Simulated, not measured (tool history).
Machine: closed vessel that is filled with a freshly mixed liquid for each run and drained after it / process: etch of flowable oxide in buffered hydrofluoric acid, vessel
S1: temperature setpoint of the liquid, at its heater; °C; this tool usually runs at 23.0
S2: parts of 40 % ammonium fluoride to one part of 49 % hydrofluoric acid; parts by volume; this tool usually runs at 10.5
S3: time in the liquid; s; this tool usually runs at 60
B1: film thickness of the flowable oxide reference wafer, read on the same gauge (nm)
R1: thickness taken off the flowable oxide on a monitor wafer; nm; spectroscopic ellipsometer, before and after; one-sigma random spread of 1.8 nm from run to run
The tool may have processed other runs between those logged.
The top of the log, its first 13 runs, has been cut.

-- day=38.954 gauge calibrated
run 14 day=40.883 | S1=19.0 S2=10.5 S3=60 | B1=99.96 | R1=166.55
run 15 day=45.071 | S1=27.5 S2=8.0 S3=60 | B1=100.00 | R1=341.84
run 16 day=56.362 | S1=23.0 S2=10.5 S3=60 | B1=100.01 | R1=210.09
run 17 day=59.521 | S1=20.5 S2=10.5 S3=75 | B1=99.99 | R1=232.21
run 18 day=61.933 | S1=23.0 S2=9.0 S3=60 | B1=100.01 | R1=240.00
run 19 day=63.438 | S1=18.5 S2=8.5 S3=45 | B1=99.97 | R1=144.88
-- day=65.733 hydrofluoric acid flow meter replaced
run 20 day=67.479 | S1=27.5 S2=7.0 S3=30 | B1=99.97 | R1=208.26
run 21 day=70.504 | S1=23.0 S2=10.5 S3=60 | B1=100.00 | R1=222.43
run 22 day=73.092 | S1=20.0 S2=7.5 S3=80 | B1=100.00 | R1=343.12
run 23 day=74.850 | S1=23.0 S2=10.5 S3=60 | B1=100.03 | R1=223.54
run 24 day=77.425 | S1=18.5 S2=10.5 S3=40 | B1=100.02 | R1=115.15
-- day=78.221 thermometer replaced
run 25 day=81.350 | S1=21.5 S2=10.5 S3=60 | B1=99.99 | R1=198.70
run 26 day=84.333 | S1=23.0 S2=10.5 S3=60 | B1=100.01 | R1=215.63
run 27 day=88.400 | S1=23.0 S2=9.5 S3=60 | B1=100.01 | R1=236.80
run 28 day=90.133 | S1=18.5 S2=13.0 S3=45 | B1=100.02 | R1=101.21
run 29 day=92.208 | S1=18.5 S2=11.5 S3=30 | B1=99.99 | R1=76.79
run 30 day=95.942 | S1=23.0 S2=10.5 S3=60 | B1=99.96 | R1=213.80
run 31 day=97.746 | S1=20.5 S2=8.0 S3=95 | B1=100.03 | R1=377.75
run 32 day=107.504 | S1=21.0 S2=6.5 S3=35 | B1=100.01 | R1=179.43

Here are 5 independent what-if runs from the current tool condition. What would each one return?
run A day=107.533 | S1=23.0 S2=10.5 S3=60 | B1=? | R1=?
run B day=107.533 | S1=26.0 S2=10.5 S3=45 | B1=? | R1=?
run C day=107.533 | S1=23.0 S2=7.0 S3=60 | B1=? | R1=?
run D day=107.533 | S1=23.0 S2=10.5 S3=40 | B1=? | R1=?
run E day=107.533 | S1=23.0 S2=10.5 S3=30 | B1=? | R1=?

run=A B1=99.99 R1=218.40
run=B B1=99.99 R1=192.70
run=C B1=99.99 R1=320.46
run=D B1=99.99 R1=145.60
run=E B1=99.99 R1=109.20
Take away the tool's hidden state, keep each run's random variation, and the runs would have read:
run=A R1=216.36
run=B R1=191.01
run=C R1=318.22
run=D R1=144.24
run=E R1=108.18
